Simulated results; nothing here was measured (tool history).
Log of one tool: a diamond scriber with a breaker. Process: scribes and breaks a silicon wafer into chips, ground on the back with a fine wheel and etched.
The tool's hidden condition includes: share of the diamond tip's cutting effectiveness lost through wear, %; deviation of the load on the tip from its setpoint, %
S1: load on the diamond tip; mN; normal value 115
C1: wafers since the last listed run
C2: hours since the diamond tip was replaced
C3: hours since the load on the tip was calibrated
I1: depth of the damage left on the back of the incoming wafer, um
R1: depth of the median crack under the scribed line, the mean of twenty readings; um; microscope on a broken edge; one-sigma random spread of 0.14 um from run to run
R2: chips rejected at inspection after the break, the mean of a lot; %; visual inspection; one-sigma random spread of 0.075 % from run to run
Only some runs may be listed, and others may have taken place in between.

run   hour   S1   C1     C2      C3    I1    R1    R2
  1      0  115    0  450.9  1065.7  0.46  6.57  2.27
  2   24.1  115  138    475  1089.8   0.4  6.46  2.75
  3   37.6  126   77  488.5  1103.3  0.41  6.59  1.75
  4   64.6  126  155  515.5  1130.3  0.49  6.47  1.74
  5   93.8  126  167  544.7  1159.5  0.62  6.47  2.05
  6    129  115  202  579.9  1194.7  0.77  6.11  3.72
  7  164.5  115  203  615.4  1230.2   0.7  5.83  4.25
  8  193.6  115  167  644.5  1259.3  0.64  5.92   4.7
  9  224.6  115  178  675.5  1290.3  0.56  5.79  5.41
     238.3  -- load on the tip recalibrated
 10    260  115  191  710.9    21.7  0.65  5.76  6.43
 11  277.1  115   98    728    38.8  0.62  5.57  6.81
 12  295.6  115  106  746.5    57.3  0.74  5.49  7.67
     316.3  -- diamond tip replaced by a new one
 13  322.1  115  140    5.8    83.8  0.39  7.21  1.39
 14  341.7  139  112   25.4   103.4  0.52  7.76  2.21
 15  369.9  115  161   53.6   131.6  0.73  7.11  1.34
 16  387.3   86   99     71     149  0.59  6.07  3.87
 17  418.4  106  178  102.1   180.1  0.43  6.65   1.5
 18    432   85   78  115.7   193.7  0.78  5.98  3.87
 19  458.7  115  153  142.4   220.4  0.55  6.92  1.28
 20  483.6  115  142  167.3   245.3  0.36     7  1.29
 21  503.5  115  114  187.2   265.2  0.63  7.25  1.31
 22  526.5  115  132  210.2   288.2  0.63  7.09  1.51
 23  548.7  115  127  232.4   310.4  0.79  6.87  1.46
 24  566.7   98  103  250.4   328.4  0.74  6.41  2.62
 25    597   84  173  280.7   358.7   0.7  5.75  5.32
 26  615.8  138  107  299.5   377.5   0.5  7.52  1.67
 27  630.1  143   82  313.8   391.8  0.69   7.7   2.1
 28  664.9   95  199  348.6   426.6  0.31  6.14  3.29

Predict each of these 5 candidate next runs independently; none follows another, all start after run 28:
  A  665.4  132   2  349.1  427.1  0.43   ?   ?
  B  665.4   89   2  349.1  427.1  0.43   ?   ?
  C  665.4   87   2  349.1  427.1  0.43   ?   ?
  D  665.4   93   2  349.1  427.1  0.43   ?   ?
  E  665.4  102   2  349.1  427.1  0.43   ?   ?

run    R1    R2
  A  7.05  1.27
  B  5.73  3.89
  C  5.67  4.24
  D  5.86  3.27
  E  6.14   2.2
Without the tool's hidden state the same runs would have given:
run    R1    R2
  A  7.37  1.67
  B  5.99  2.71
  C  5.93  2.98
  D  6.13  2.25
  E  6.42  1.54

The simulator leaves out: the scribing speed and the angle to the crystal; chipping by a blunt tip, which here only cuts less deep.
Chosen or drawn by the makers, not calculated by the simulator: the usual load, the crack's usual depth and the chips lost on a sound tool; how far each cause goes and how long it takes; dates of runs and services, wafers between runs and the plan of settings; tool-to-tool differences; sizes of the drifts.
